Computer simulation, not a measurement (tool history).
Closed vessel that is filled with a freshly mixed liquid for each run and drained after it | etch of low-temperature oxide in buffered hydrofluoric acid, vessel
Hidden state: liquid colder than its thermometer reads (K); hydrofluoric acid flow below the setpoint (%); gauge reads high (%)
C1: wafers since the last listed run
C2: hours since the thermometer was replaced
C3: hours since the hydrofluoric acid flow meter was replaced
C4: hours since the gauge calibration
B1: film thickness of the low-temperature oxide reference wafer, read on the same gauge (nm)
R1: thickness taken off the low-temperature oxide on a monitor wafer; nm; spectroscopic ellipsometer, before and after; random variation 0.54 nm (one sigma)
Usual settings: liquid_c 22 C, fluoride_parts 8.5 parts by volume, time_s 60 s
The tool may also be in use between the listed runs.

Run 1, hour 0: usual settings but fluoride_parts 11 parts by volume, time_s 40 s; C1 0; C2 1242.9; C3 432.6; C4 1115.5; B1 139.99. Result: R1 65.73 nm.
Run 2, hour 28.1: usual settings but liquid_c 25.5 C; C1 2650; C2 1271; C3 460.7; C4 1143.6; B1 140.02. Result: R1 147.81 nm.
At hour 36.5: gauge calibrated.
Run 3, hour 76.2: usual settings but liquid_c 25.5 C; C1 4537; C2 1319.1; C3 508.8; C4 39.7; B1 140.02. Result: R1 147.84 nm.
Run 4, hour 141.1: usual settings but liquid_c 25.5 C; C1 6122; C2 1384; C3 573.7; C4 104.6; B1 139.99. Result: R1 148.65 nm.
Run 5, hour 180.9: usual settings but liquid_c 20 C, fluoride_parts 6 parts by volume; C1 3754; C2 1423.8; C3 613.5; C4 144.4; B1 140. Result: R1 154.41 nm.
Run 6, hour 250.4: usual settings but liquid_c 20 C, fluoride_parts 6 parts by volume; C1 6556; C2 1493.3; C3 683; C4 213.9; B1 140. Result: R1 153.87 nm.
Run 7, hour 305.7: usual settings; C1 5216; C2 1548.6; C3 738.3; C4 269.2; B1 140.03. Result: R1 122.82 nm.
Run 8, hour 375.9: usual settings; C1 6622; C2 1618.8; C3 808.5; C4 339.4; B1 140. Result: R1 121.03 nm.
At hour 381.3: hydrofluoric acid flow meter replaced.
Run 9, hour 429.4: usual settings; C1 4952; C2 1672.3; C3 48.1; C4 392.9; B1 140.01. Result: R1 122.54 nm.
Run 10, hour 596: usual settings; C1 15716; C2 1838.9; C3 214.7; C4 559.5; B1 140. Result: R1 122.43 nm.
Run 11, hour 655.4: usual settings but liquid_c 21 C, time_s 80 s; C1 5603; C2 1898.3; C3 274.1; C4 618.9; B1 140.01. Result: R1 153.65 nm.
Run 12, hour 699.9: usual settings but liquid_c 21 C, time_s 80 s; C1 4197; C2 1942.8; C3 318.6; C4 663.4; B1 140.01. Result: R1 154.2 nm.
Run 13, hour 754.1: usual settings; C1 5112; C2 1997; C3 372.8; C4 717.6; B1 140.01. Result: R1 122.11 nm.
Run 14, hour 810.7: usual settings but time_s 45 s; C1 5339; C2 2053.6; C3 429.4; C4 774.2; B1 139.99. Result: R1 91.33 nm.
Run 15, hour 881.7: usual settings but liquid_c 25 C, fluoride_parts 6 parts by volume, time_s 90 s; C1 6697; C2 2124.6; C3 500.4; C4 845.2; B1 140.02. Result: R1 300.87 nm.
At hour 904.4: thermometer replaced.
Run 16, hour 940: usual settings; C1 5405; C2 35.6; C3 558.7; C4 903.5; B1 139.99. Result: R1 124.79 nm.
Run 17, hour 999.3: usual settings but time_s 40 s; C1 5594; C2 94.9; C3 618; C4 962.8; B1 139.99. Result: R1 83.18 nm.
Run 18, hour 1029.5: usual settings but liquid_c 17.5 C, fluoride_parts 7 parts by volume, time_s 50 s; C1 2848; C2 125.1; C3 648.2; C4 993; B1 140.03. Result: R1 99.36 nm.
Run 19, hour 1064.2: usual settings but liquid_c 23.5 C, time_s 50 s; C1 3273; C2 159.8; C3 682.9; C4 1027.7; B1 139.96. Result: R1 113.34 nm.
At hour 1109.6: gauge calibrated.
At hour 1197.7: hydrofluoric acid flow meter replaced.
Run 20, hour 1266.8: usual settings; C1 19017; C2 362.4; C3 69.1; C4 157.2; B1 139.99. Result: R1 124.86 nm.
Run 21, hour 1293.5: usual settings but liquid_c 20 C, fluoride_parts 6 parts by volume; C1 2518; C2 389.1; C3 95.8; C4 183.9; B1 140.02. Result: R1 157.4 nm.
Run 22, hour 1327.4: usual settings but fluoride_parts 10.5 parts by volume, time_s 75 s; C1 3197; C2 423; C3 129.7; C4 217.8; B1 140. Result: R1 130.91 nm.
Run 23, hour 1372.9: usual settings but liquid_c 20 C, time_s 90 s; C1 4292; C2 468.5; C3 175.2; C4 263.3; B1 139.97. Result: R1 165.5 nm.
Run 24, hour 1413.5: usual settings but fluoride_parts 5.5 parts by volume; C1 3829; C2 509.1; C3 215.8; C4 303.9; B1 139.99. Result: R1 188.12 nm.
Run 25, hour 1438.7: usual settings but fluoride_parts 7 parts by volume; C1 2377; C2 534.3; C3 241; C4 329.1; B1 140.01. Result: R1 153.46 nm.
Run 26, hour 1497.8: usual settings but liquid_c 26.5 C, fluoride_parts 10.5 parts by volume, time_s 75 s; C1 5575; C2 593.4; C3 300.1; C4 388.2; B1 140.01. Result: R1 166 nm.
Run 27, hour 1532.3: usual settings but liquid_c 25.5 C, fluoride_parts 7 parts by volume, time_s 35 s; C1 3254; C2 627.9; C3 334.6; C4 422.7; B1 139.97. Result: R1 108.02 nm.
Run 28, hour 1568.6: usual settings but time_s 35 s; C1 3424; C2 664.2; C3 370.9; C4 459; B1 140.02. Result: R1 71.89 nm.
Run 29, hour 1617.5: usual settings but fluoride_parts 11 parts by volume, time_s 40 s; C1 4612; C2 713.1; C3 419.8; C4 507.9; B1 140. Result: R1 66.02 nm.
Run 30, hour 1738.8: usual settings but liquid_c 17.5 C, fluoride_parts 6 parts by volume, time_s 85 s; C1 11442; C2 834.4; C3 541.1; C4 629.2; B1 139.98. Result: R1 192.55 nm.
Run 31, hour 1800.3: usual settings but liquid_c 24.5 C, fluoride_parts 6.5 parts by volume, time_s 90 s; C1 5801; C2 895.9; C3 602.6; C4 690.7; B1 140.02. Result: R1 280.26 nm.

Some steps in R1 between neighbouring runs. How much of each would the tool show without its hidden state too (settings, what came in, random variation), and how much is left for the hidden state, with any gauge scatter that isn't in both results?
Run 14 -> 15: liquid_c 22 -> 25, fluoride_parts 8.5 -> 6, time_s 45 -> 90. R1 +209.54 nm: hidden state -5.56, all else +215.1.
Run 15 -> 16: liquid_c 25 -> 22, fluoride_parts 6 -> 8.5, time_s 90 -> 60, thermometer replaced. R1 -176.08 nm: hidden state +7.71, all else -183.79.
Run 29 -> 30: liquid_c 22 -> 17.5, fluoride_parts 11 -> 6, time_s 40 -> 85. R1 +126.53 nm: hidden state -1.57, all else +128.1.
